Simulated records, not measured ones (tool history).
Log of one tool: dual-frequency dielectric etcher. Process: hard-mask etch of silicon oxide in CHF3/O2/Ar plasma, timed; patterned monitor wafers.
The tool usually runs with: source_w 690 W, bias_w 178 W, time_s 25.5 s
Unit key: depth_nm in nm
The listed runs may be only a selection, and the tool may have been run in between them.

run    hour  source_w  bias_w  time_s  wafers since the last listed run  hours since the last wet clean  hours since the last source power generator calibration  hours since the last bias power generator calibration  hours since the last upper electrode change  hours since the gauge calibration  read-back reference wafer on the same gauge, depth_nm  depth_nm
  1     0.0       690     178    25.5                                 0                           119.5                                                    805.5                                                 2566.9                                       4122.2                             1268.2                                                   51.1      49.6
  2    59.2       690     178    25.5                              1091                           178.7                                                    864.7                                                 2626.1                                       4181.4                             1327.4                                                   51.0      49.4
  3   105.7       690     178    25.5                               857                           225.2                                                    911.2                                                 2672.6                                       4227.9                             1373.9                                                   51.0      49.8
  4   171.0       690     178    25.5                              1204                           290.5                                                    976.5                                                 2737.9                                       4293.2                             1439.2                                                   51.0      49.4
  5   256.5       690     178    25.5                              1576                           376.0                                                   1062.0                                                 2823.4                                       4378.7                             1524.7                                                   51.1      50.0
      315.5  -- wet clean of the chamber
  6   321.0       690     178    25.5                               746                             5.5                                                   1126.5                                                 2887.9                                       4443.2                             1589.2                                                   51.1      49.4
  7   378.5       690     178    25.5                              1060                            63.0                                                   1184.0                                                 2945.4                                       4500.7                             1646.7                                                   51.0      49.3
  8   477.0       690     178    25.5                              1816                           161.5                                                   1282.5                                                 3043.9                                       4599.2                             1745.2                                                   51.0      49.2
  9   515.0       690     178    25.5                               700                           199.5                                                   1320.5                                                 3081.9                                       4637.2                             1783.2                                                   51.0      49.9
      602.5  -- upper electrode replaced
 10   608.4       690     178    25.5                              1279                           292.9                                                   1413.9                                                 3175.3                                          5.9                             1876.6                                                   51.1      49.3
      660.4  -- wet clean of the chamber
 11   660.9       690     211    25.5                               525                             0.5                                                   1466.4                                                 3227.8                                         58.4                             1929.1                                                   51.0      52.0
      704.0  -- source power generator calibrated
 12   756.3       690     178    25.5                              1685                            95.9                                                     52.3                                                 3323.2                                        153.8                             2024.5                                                   51.0      49.4
      998.6  -- gauge calibrated
 13  1012.8       690     178    25.5                              4730                           352.4                                                    308.8                                                 3579.7                                        410.3                               14.2                                                   52.0      50.3
     1046.0  -- bias power generator calibrated
     1098.2  -- wet clean of the chamber
 14  1117.7       830     142    21.5                              1418                            19.5                                                    413.7                                                   71.7                                        515.2                              119.1                                                   51.9      44.5
 15  1213.8       690     199    25.5                              1772                           115.6                                                    509.8                                                  167.8                                        611.3                              215.2                                                   51.7      51.3
 16  1292.1       580     178    25.5                              1444                           193.9                                                    588.1                                                  246.1                                        689.6                              293.5                                                   51.6      44.9
 17  1360.4       690     178    25.5                              1259                           262.2                                                    656.4                                                  314.4                                        757.9                              361.8                                                   51.5      49.8
     1454.8  -- wet clean of the chamber
 18  1455.3       840     157    23.0                              1307                             0.5                                                    751.3                                                  409.3                                        852.8                              456.7                                                   51.5      48.5
 19  1546.0       560     192    25.5                              1672                            91.2                                                    842.0                                                  500.0                                        943.5                              547.4                                                   51.4      44.2
 20  1584.8       590     161    27.5                               715                           130.0                                                    880.8                                                  538.8                                        982.3                              586.2                                                   51.3      47.1
 21  1667.3       690     178    32.0                              1521                           212.5                                                    963.3                                                  621.3                                       1064.8                              668.7                                                   51.2      62.5
 22  1771.4       570     209    31.5                              1919                           316.6                                                   1067.4                                                  725.4                                       1168.9                              772.8                                                   51.3      56.5
 23  1836.2       690     178    25.5                              1195                           381.4                                                   1132.2                                                  790.2                                       1233.7                              837.6                                                   51.3      49.5

4 ways to go on from here, each from the tool as it stands after run 23. What would each give?
  A  1836.6       610     178    25.5                                 7                           381.8                                                   1132.6                                                  790.6                                       1234.1                              838.0                                                      ?         ?
  B  1836.6       690     154    25.5                                 7                           381.8                                                   1132.6                                                  790.6                                       1234.1                              838.0                                                      ?         ?
  C  1836.6       690     206    25.5                                 7                           381.8                                                   1132.6                                                  790.6                                       1234.1                              838.0                                                      ?         ?
  D  1836.6       810     216    20.5                                 7                           381.8                                                   1132.6                                                  790.6                                       1234.1                              838.0                                                      ?         ?

run  read-back reference wafer on the same gauge, depth_nm  depth_nm
  A                                                   51.2      45.9
  B                                                   51.2      47.8
  C                                                   51.2      51.7
  D                                                   51.2      46.3
Stripped of hidden state, with their random variation kept, the same runs would have yielded:
run  depth_nm
  A      46.6
  B      48.5
  C      52.5
  D      46.9

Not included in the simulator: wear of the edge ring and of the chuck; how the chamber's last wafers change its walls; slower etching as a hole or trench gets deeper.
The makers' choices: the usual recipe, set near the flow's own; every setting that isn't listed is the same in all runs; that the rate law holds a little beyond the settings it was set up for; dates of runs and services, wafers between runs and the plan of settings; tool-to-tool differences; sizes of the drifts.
